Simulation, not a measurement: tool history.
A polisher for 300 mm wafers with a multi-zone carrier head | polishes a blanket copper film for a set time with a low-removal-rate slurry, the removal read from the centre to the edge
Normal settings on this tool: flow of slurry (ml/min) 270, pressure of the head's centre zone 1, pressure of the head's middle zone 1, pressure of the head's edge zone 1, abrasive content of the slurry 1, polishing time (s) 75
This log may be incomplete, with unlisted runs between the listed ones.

run	hour	flow of slurry (ml/min)	pressure of the head's centre zone	pressure of the head's middle zone	pressure of the head's edge zone	abrasive content of the slurry	polishing time (s)	incoming thickness of the incoming film, nm	film removed at the wafer's centre (angstrom)	film removed at mid-radius (angstrom)	film removed at the wafer's edge (angstrom)
1	0	270	1	1	1	1	75	1311.5	1565	1515	1639
2	67.7	270	1	1	1	1	75	1278.1	1680	1615	1633
3	165.5	325	1	1	1	1	75	1281	1755	1683	1763
4	261.4	325	1	1	1	1	75	1294.5	1721	1637	1704
5	336.7	325	1	1	1	1	75	1302.6	1736	1659	1713
6	430	270	1	1.07	1	1	55	1297.2	1256	1256	1220
7	529.4	270	1	1.07	1	1	55	1287.9	1255	1255	1208
8	567.4	195	1	1	1	1	75	1296.6	1622	1566	1586
9	621.7	270	1	1	1	1	75	1305.3	1684	1600	1638
10	703.1	270	0.92	1.08	1	0.85	64	1309.8	1329	1480	1408
11	766.4	235	1.1	0.93	1	1	94	1288.7	2332	1864	2093
12	823.6	270	1.1	0.93	1.07	1	96	1282.8	2406	1941	2173
13	866.4	200	1	0.9	0.89	0.85	75	1293.1	1546	1375	1479
14	955.8	270	1	1	0.97	1.15	75	1291.5	1747	1641	1675

Put back what was entered between runs (13 entries, withheld): which listed runs does each sit between, and how does the hidden state differ from the listed run before to the listed run after?
From run 1 to run 2: slurry nozzle cleaned (hour 35.4)
  removal rate lost through wear of the pad, %: 5.58 -> 6.35; slurry flow missing at the pad, %: 49.2 -> 2.26
  the result without the hidden state subtracted from the measured one, film removed at the wafer's centre (angstrom): -230 -> -118; film removed at mid-radius (angstrom): -208 -> -113; film removed at the wafer's edge (angstrom): -191 -> -113
From run 2 to run 3: worn pad replaced by a new one (hour 101.1)
  removal rate lost through wear of the pad, %: 6.35 -> 4.01; slurry flow missing at the pad, %: 2.26 -> 6.91
  the result without the hidden state subtracted from the measured one, film removed at the wafer's centre (angstrom): -118 -> -84; film removed at mid-radius (angstrom): -113 -> -80; film removed at the wafer's edge (angstrom): -113 -> -82
From run 3 to run 4: centre zone pressure recalibrated (hour 230.9)
  removal rate lost through wear of the pad, %: 4.01 -> 5.74; slurry flow missing at the pad, %: 6.91 -> 16.9
  the result without the hidden state subtracted from the measured one, film removed at the wafer's centre (angstrom): -84 -> -135; film removed at mid-radius (angstrom): -80 -> -126; film removed at the wafer's edge (angstrom): -82 -> -125
From run 4 to run 5: worn pad replaced by a new one (hour 297.9)
  removal rate lost through wear of the pad, %: 5.74 -> 3.2; slurry flow missing at the pad, %: 16.9 -> 28.6
  the result without the hidden state subtracted from the measured one, film removed at the wafer's centre (angstrom): -135 -> -114; film removed at mid-radius (angstrom): -126 -> -103; film removed at the wafer's edge (angstrom): -125 -> -95
From run 5 to run 6: slurry nozzle cleaned (hour 369.7)
  removal rate lost through wear of the pad, %: 3.2 -> 5.76; slurry flow missing at the pad, %: 28.6 -> 4.87
  the result without the hidden state subtracted from the measured one, film removed at the wafer's centre (angstrom): -114 -> -84; film removed at mid-radius (angstrom): -103 -> -83; film removed at the wafer's edge (angstrom): -95 -> -79
From run 6 to run 7: worn pad replaced by a new one (hour 463.3)
  removal rate lost through wear of the pad, %: 5.76 -> 4.56; slurry flow missing at the pad, %: 4.87 -> 11.3
  the result without the hidden state subtracted from the measured one, film removed at the wafer's centre (angstrom): -84 -> -76; film removed at mid-radius (angstrom): -83 -> -75; film removed at the wafer's edge (angstrom): -79 -> -68
From run 7 to run 8: centre zone pressure recalibrated (hour 551.7)
  removal rate lost through wear of the pad, %: 4.56 -> 5.53; slurry flow missing at the pad, %: 11.3 -> 15.3
  the result without the hidden state subtracted from the measured one, film removed at the wafer's centre (angstrom): -76 -> -133; film removed at mid-radius (angstrom): -75 -> -124; film removed at the wafer's edge (angstrom): -68 -> -118
From run 9 to run 10: carrier head's membrane replaced by a new one (hour 651.8); worn pad replaced by a new one (hour 664.1); edge zone pressure recalibrated (hour 677.7); slurry nozzle cleaned (hour 699.7)
  removal rate lost through wear of the pad, %: 6.22 -> 3.47; slurry flow missing at the pad, %: 22.4 -> 4.19
  the result without the hidden state subtracted from the measured one, film removed at the wafer's centre (angstrom): -160 -> -54; film removed at mid-radius (angstrom): -148 -> -59; film removed at the wafer's edge (angstrom): -140 -> -55
From run 13 to run 14: worn pad replaced by a new one (hour 882.2); centre zone pressure recalibrated (hour 917.4)
  removal rate lost through wear of the pad, %: 6.53 -> 4.45; slurry flow missing at the pad, %: 12.3 -> 23.4
  the result without the hidden state subtracted from the measured one, film removed at the wafer's centre (angstrom): -137 -> -133; film removed at mid-radius (angstrom): -119 -> -120; film removed at the wafer's edge (angstrom): -122 -> -112

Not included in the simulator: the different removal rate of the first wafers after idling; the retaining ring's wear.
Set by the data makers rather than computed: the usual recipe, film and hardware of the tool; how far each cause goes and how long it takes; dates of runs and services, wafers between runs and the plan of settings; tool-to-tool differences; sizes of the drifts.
